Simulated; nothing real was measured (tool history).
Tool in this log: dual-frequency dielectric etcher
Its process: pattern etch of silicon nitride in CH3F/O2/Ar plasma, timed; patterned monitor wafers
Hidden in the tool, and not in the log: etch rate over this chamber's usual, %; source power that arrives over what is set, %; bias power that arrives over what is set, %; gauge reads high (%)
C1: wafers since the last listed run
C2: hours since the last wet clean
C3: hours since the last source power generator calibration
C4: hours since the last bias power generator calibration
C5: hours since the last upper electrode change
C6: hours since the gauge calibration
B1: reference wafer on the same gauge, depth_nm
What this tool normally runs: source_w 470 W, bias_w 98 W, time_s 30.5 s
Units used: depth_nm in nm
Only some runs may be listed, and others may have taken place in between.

run 1 hour=0.0 | source_w=470 bias_w=98 time_s=30.5 | C1=0 C2=338.1 C3=3422.6 C4=1688.9 C5=1831.5 C6=311.9 | B1=29.00 | depth_nm=26.77
run 2 hour=40.2 | source_w=470 bias_w=98 time_s=30.5 | C1=527 C2=378.3 C3=3462.8 C4=1729.1 C5=1871.7 C6=352.1 | B1=28.99 | depth_nm=26.75
run 3 hour=91.9 | source_w=470 bias_w=98 time_s=30.5 | C1=678 C2=430.0 C3=3514.5 C4=1780.8 C5=1923.4 C6=403.8 | B1=28.97 | depth_nm=26.85
run 4 hour=119.2 | source_w=470 bias_w=98 time_s=30.5 | C1=358 C2=457.3 C3=3541.8 C4=1808.1 C5=1950.7 C6=431.1 | B1=29.00 | depth_nm=26.67
-- hour=172.3 wet clean of the chamber
run 5 hour=172.8 | source_w=470 bias_w=98 time_s=30.5 | C1=388 C2=0.5 C3=3595.4 C4=1861.7 C5=2004.3 C6=484.7 | B1=29.00 | depth_nm=26.71
-- hour=178.6 bias power generator calibrated
run 6 hour=183.8 | source_w=470 bias_w=98 time_s=30.5 | C1=91 C2=11.5 C3=3606.4 C4=5.2 C5=2015.3 C6=495.7 | B1=29.01 | depth_nm=26.76
-- hour=199.1 source power generator calibrated
run 7 hour=205.3 | source_w=440 bias_w=98 time_s=30.5 | C1=229 C2=33.0 C3=6.2 C4=26.7 C5=2036.8 C6=517.2 | B1=29.02 | depth_nm=26.40
run 8 hour=220.0 | source_w=440 bias_w=98 time_s=30.5 | C1=192 C2=47.7 C3=20.9 C4=41.4 C5=2051.5 C6=531.9 | B1=28.99 | depth_nm=26.23
run 9 hour=237.9 | source_w=520 bias_w=98 time_s=30.5 | C1=234 C2=65.6 C3=38.8 C4=59.3 C5=2069.4 C6=549.8 | B1=29.01 | depth_nm=27.36
run 10 hour=250.9 | source_w=520 bias_w=98 time_s=30.5 | C1=170 C2=78.6 C3=51.8 C4=72.3 C5=2082.4 C6=562.8 | B1=29.00 | depth_nm=27.45
run 11 hour=276.3 | source_w=470 bias_w=98 time_s=30.5 | C1=333 C2=104.0 C3=77.2 C4=97.7 C5=2107.8 C6=588.2 | B1=28.99 | depth_nm=26.74
-- hour=281.9 gauge calibrated
run 12 hour=289.0 | source_w=360 bias_w=98 time_s=30.5 | C1=166 C2=116.7 C3=89.9 C4=110.4 C5=2120.5 C6=7.1 | B1=29.00 | depth_nm=25.32
run 13 hour=316.6 | source_w=470 bias_w=98 time_s=30.5 | C1=362 C2=144.3 C3=117.5 C4=138.0 C5=2148.1 C6=34.7 | B1=29.02 | depth_nm=26.63
run 14 hour=339.4 | source_w=470 bias_w=98 time_s=23.5 | C1=299 C2=167.1 C3=140.3 C4=160.8 C5=2170.9 C6=57.5 | B1=28.99 | depth_nm=20.72
run 15 hour=370.3 | source_w=390 bias_w=98 time_s=30.5 | C1=405 C2=198.0 C3=171.2 C4=191.7 C5=2201.8 C6=88.4 | B1=29.01 | depth_nm=25.74
-- hour=394.3 upper electrode replaced
run 16 hour=394.8 | source_w=550 bias_w=108 time_s=30.5 | C1=6 C2=222.5 C3=195.7 C4=216.2 C5=0.5 C6=112.9 | B1=29.01 | depth_nm=28.43
run 17 hour=412.8 | source_w=470 bias_w=98 time_s=30.5 | C1=236 C2=240.5 C3=213.7 C4=234.2 C5=18.5 C6=130.9 | B1=29.01 | depth_nm=26.81
run 18 hour=438.7 | source_w=470 bias_w=98 time_s=30.5 | C1=339 C2=266.4 C3=239.6 C4=260.1 C5=44.4 C6=156.8 | B1=29.03 | depth_nm=26.75
run 19 hour=468.3 | source_w=470 bias_w=98 time_s=36.5 | C1=388 C2=296.0 C3=269.2 C4=289.7 C5=74.0 C6=186.4 | B1=29.02 | depth_nm=32.02
run 20 hour=502.9 | source_w=430 bias_w=113 time_s=25.5 | C1=454 C2=330.6 C3=303.8 C4=324.3 C5=108.6 C6=221.0 | B1=29.02 | depth_nm=22.88
run 21 hour=532.5 | source_w=470 bias_w=83 time_s=30.5 | C1=388 C2=360.2 C3=333.4 C4=353.9 C5=138.2 C6=250.6 | B1=28.99 | depth_nm=25.62
run 22 hour=552.0 | source_w=560 bias_w=98 time_s=24.5 | C1=255 C2=379.7 C3=352.9 C4=373.4 C5=157.7 C6=270.1 | B1=28.99 | depth_nm=22.36

4 ways to go on from here, each from the tool as it stands after run 22. What would each give?
run A hour=552.4 | source_w=470 bias_w=98 time_s=30.5 | C1=5 C2=380.1 C3=353.3 C4=373.8 C5=158.1 C6=270.5 | B1=? | depth_nm=?
run B hour=552.4 | source_w=470 bias_w=79 time_s=30.5 | C1=5 C2=380.1 C3=353.3 C4=373.8 C5=158.1 C6=270.5 | B1=? | depth_nm=?
run C hour=552.4 | source_w=500 bias_w=79 time_s=30.5 | C1=5 C2=380.1 C3=353.3 C4=373.8 C5=158.1 C6=270.5 | B1=? | depth_nm=?
run D hour=552.4 | source_w=520 bias_w=80 time_s=35.0 | C1=5 C2=380.1 C3=353.3 C4=373.8 C5=158.1 C6=270.5 | B1=? | depth_nm=?

run=A B1=28.99 depth_nm=26.70
run=B B1=28.99 depth_nm=25.26
run=C B1=28.99 depth_nm=25.61
run=D B1=28.99 depth_nm=29.75
Without the tool's hidden state the same runs would have given:
run=A depth_nm=26.70
run=B depth_nm=25.26
run=C depth_nm=25.61
run=D depth_nm=29.75

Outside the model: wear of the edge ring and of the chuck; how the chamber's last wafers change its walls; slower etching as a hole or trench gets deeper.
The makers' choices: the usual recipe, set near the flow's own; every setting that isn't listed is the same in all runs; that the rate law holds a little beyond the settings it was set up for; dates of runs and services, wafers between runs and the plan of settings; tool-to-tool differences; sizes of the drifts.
